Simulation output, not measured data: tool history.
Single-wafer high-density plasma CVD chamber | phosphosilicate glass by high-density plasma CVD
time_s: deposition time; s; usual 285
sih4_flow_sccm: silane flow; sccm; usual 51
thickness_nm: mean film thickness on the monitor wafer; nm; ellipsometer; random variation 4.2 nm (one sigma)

run,hour,time_s,sih4_flow_sccm,wafers since the last listed run,hours since the silane flow controller was replaced,hours since the gauge calibration,"read-back reference wafer on the same gauge, thickness_nm",thickness_nm
1,0,285,51,0,2427.4,231.1,1670.889,1329.144
2,15.5,312,51,108,2442.9,246.6,1670.99,1449.218
3,44.2,285,57,201,2471.6,275.3,1669.315,1474.796
4,58,285,57,96,2485.4,289.1,1670.573,1483.31
5,71.1,266,51,91,2498.5,302.2,1669.792,1233.697
6,103.4,285,51,226,2530.8,334.5,1668.742,1330.879
7,132.7,285,51,205,2560.1,363.8,1670.483,1318.635
8,163.3,285,51,214,2590.7,394.4,1669.837,1315.393
9,190.8,314,51,192,2618.2,421.9,1671.025,1452.776
10,222.4,314,51,221,2649.8,453.5,1670.26,1459.653
11,247.7,314,51,177,2675.1,478.8,1670.813,1452.12
12,274.3,285,51,186,2701.7,505.4,1670.232,1314.831
13,288.4,245,51,98,2715.8,519.5,1671.03,1130.525
14,307.7,285,44,135,2735.1,538.8,1668.516,1135.742
15,329.2,235,61,150,2756.6,560.3,1669.98,1293.144

The next listed run, before its measurement:
# hour 339.4: silane flow controller replaced
16,397.5,285,51,422,58.1,628.6,?,?

{"run 16": {"read-back reference wafer on the same gauge, thickness_nm": 1671.23, "thickness_nm": 1399.678}}
Without the tool's hidden state the same run would have given thickness_nm 1407.046 nm.
